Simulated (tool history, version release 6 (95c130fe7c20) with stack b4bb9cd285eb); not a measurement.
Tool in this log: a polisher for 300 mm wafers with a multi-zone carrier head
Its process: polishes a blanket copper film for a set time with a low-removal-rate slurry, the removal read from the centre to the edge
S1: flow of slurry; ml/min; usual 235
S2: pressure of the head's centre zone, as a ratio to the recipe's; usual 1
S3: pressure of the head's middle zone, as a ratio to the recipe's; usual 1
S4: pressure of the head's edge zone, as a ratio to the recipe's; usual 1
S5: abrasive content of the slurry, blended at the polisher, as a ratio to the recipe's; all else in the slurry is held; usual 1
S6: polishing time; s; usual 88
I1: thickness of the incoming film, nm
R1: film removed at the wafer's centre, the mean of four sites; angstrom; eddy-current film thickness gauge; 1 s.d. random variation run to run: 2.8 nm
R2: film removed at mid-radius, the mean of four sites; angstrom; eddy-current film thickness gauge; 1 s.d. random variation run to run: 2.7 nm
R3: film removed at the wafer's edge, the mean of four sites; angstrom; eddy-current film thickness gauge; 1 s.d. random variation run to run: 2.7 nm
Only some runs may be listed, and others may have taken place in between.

run	hour	S1	S2	S3	S4	S5	S6	I1	R1	R2	R3
1	0	235	0.94	1	1	1	88	947.2	3221	3575	3526
2	34.6	235	1	1	1	1	88	951.9	3389	3539	3546
# hour 41.1: worn pad replaced by a new one
3	55.9	235	1	1	1	1	88	923.4	3406	3579	3512
4	116.8	235	1	1	1	1	88	954.6	3412	3543	3528
5	152.5	235	1	1	1	1	88	942.6	3449	3567	3486
6	180.7	235	1	1	1	1	88	937.4	3448	3526	3555
# hour 182.8: slurry nozzle cleaned
7	201.7	235	1.07	1	1	1	106	940.6	4381	4270	4231
# hour 206.3: worn pad replaced by a new one
8	220.6	235	1.07	1	1	1	106	946.8	4406	4263	4180
# hour 243.8: edge zone pressure recalibrated
9	244.3	235	1.07	1	1	1	106	947.8	4376	4312	4188
10	265.6	235	1	0.93	1	1	71	943.7	2769	2694	2840
# hour 282.2: centre zone pressure recalibrated
11	284.2	315	1.05	1	1.04	1	72	946.8	3037	3000	2956
12	308.4	235	1	1	1	1	88	934.4	3475	3579	3459
13	342.7	310	1	1.09	1	1	88	938.1	3509	3935	3605
# hour 367.1: worn pad replaced by a new one
# hour 376.3: carrier head's membrane replaced by a new one
14	376.8	235	1	1	1	1	88	936.7	3382	3548	3511
# hour 380.5: slurry nozzle cleaned
15	399.2	235	1	1	1	1.2	88	956.7	3506	3676	3609
16	430.9	235	1	1	1	1	88	932.6	3424	3549	3509
17	462.8	235	1	1	0.92	1	88	939	3401	3585	3400
18	495.7	235	1	1	1	1	88	946	3444	3545	3492
19	513.2	235	1	0.94	1	0.8	88	922	3284	3245	3356
20	526	235	1	1.11	1	1	64	943.9	2494	2793	2528

What was the tool's hidden state at every run in the log?
removal rate lost through wear of the pad, %: 0 on each run
slurry flow missing at the pad, %: 0 on each run
deviation of the centre zone's pressure from its setpoint, %: 0 on each run
deviation of the edge zone's pressure from its setpoint, %: 0 on each run

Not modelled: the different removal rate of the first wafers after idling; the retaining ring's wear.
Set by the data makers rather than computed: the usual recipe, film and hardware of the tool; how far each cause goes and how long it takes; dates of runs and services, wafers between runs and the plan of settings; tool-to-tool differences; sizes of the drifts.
